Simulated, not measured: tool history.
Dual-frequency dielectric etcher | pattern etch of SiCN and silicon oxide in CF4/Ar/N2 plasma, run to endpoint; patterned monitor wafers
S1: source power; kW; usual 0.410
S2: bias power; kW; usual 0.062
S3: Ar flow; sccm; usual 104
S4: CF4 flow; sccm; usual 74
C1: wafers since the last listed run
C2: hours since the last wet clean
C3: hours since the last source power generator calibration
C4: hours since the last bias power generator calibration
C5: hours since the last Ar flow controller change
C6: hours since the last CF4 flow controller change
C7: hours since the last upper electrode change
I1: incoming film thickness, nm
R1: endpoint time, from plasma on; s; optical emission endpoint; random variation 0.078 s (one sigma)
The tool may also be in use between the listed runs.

| run | day | S1 | S2 | S3 | S4 | C1 | C2 | C3 | C4 | C5 | C6 | C7 | I1 | R1 |
|---|---|---|---|---|---|---|---|---|---|---|---|---|---|---|
| 1 | 0.000 | 0.410 | 0.062 | 104 | 74 | 0 | 119.2 | 3108.4 | 2419.6 | 2589.0 | 2987.3 | 2384.6 | 16.93 | 23.8 |
| 2 | 4.342 | 0.410 | 0.062 | 104 | 74 | 2372 | 223.4 | 3212.6 | 2523.8 | 2693.2 | 3091.5 | 2488.8 | 17.06 | 24.1 |
| 3 | 6.429 | 0.410 | 0.062 | 104 | 74 | 1140 | 273.5 | 3262.7 | 2573.9 | 2743.3 | 3141.6 | 2538.9 | 17.06 | 24.0 |
| 4 | 8.208 | 0.410 | 0.062 | 104 | 74 | 972 | 316.2 | 3305.4 | 2616.6 | 2786.0 | 3184.3 | 2581.6 | 17.05 | 24.0 |
|  | 11.754 | CF4 flow controller replaced |
| 5 | 12.096 | 0.410 | 0.062 | 104 | 74 | 1987 | 409.5 | 3398.7 | 2709.9 | 2879.3 | 8.2 | 2674.9 | 17.09 | 24.0 |
|  | 13.562 | upper electrode replaced |
| 6 | 13.642 | 0.410 | 0.062 | 104 | 74 | 298 | 446.6 | 3435.8 | 2747.0 | 2916.4 | 45.3 | 1.9 | 17.04 | 23.8 |
| 7 | 15.638 | 0.410 | 0.062 | 104 | 74 | 1090 | 494.5 | 3483.7 | 2794.9 | 2964.3 | 93.2 | 49.8 | 17.06 | 24.0 |
|  | 17.829 | wet clean of the chamber |
| 8 | 18.942 | 0.470 | 0.062 | 104 | 74 | 1258 | 26.7 | 3563.0 | 2874.2 | 3043.6 | 172.5 | 129.1 | 17.01 | 20.7 |
|  | 20.671 | bias power generator calibrated |
| 9 | 22.075 | 0.310 | 0.053 | 104 | 74 | 1620 | 101.9 | 3638.2 | 33.7 | 3118.8 | 247.7 | 204.3 | 16.99 | 34.4 |
|  | 23.542 | source power generator calibrated |
| 10 | 24.492 | 0.410 | 0.046 | 104 | 74 | 1229 | 159.9 | 22.8 | 91.7 | 3176.8 | 305.7 | 262.3 | 16.82 | 25.0 |
|  | 27.642 | Ar flow controller replaced |
| 11 | 27.892 | 0.410 | 0.062 | 104 | 74 | 1721 | 241.5 | 104.4 | 173.3 | 6.0 | 387.3 | 343.9 | 16.95 | 22.6 |
| 12 | 31.875 | 0.310 | 0.062 | 104 | 64 | 2176 | 337.1 | 200.0 | 268.9 | 101.6 | 482.9 | 439.5 | 17.10 | 31.8 |
| 13 | 33.746 | 0.410 | 0.062 | 125 | 74 | 1022 | 382.0 | 244.9 | 313.8 | 146.5 | 527.8 | 484.4 | 16.95 | 23.6 |

Run 14 comes next. What will it give?
|  | 37.229 | wet clean of the chamber |
| 14 | 37.250 | 0.340 | 0.062 | 93 | 74 | 1368 | 0.5 | 329.0 | 397.9 | 230.6 | 611.9 | 568.5 | 16.83 | ? |

Run 14 gave R1 26.6 s.
Without the tool's hidden state the same run would have given R1 26.3 s.
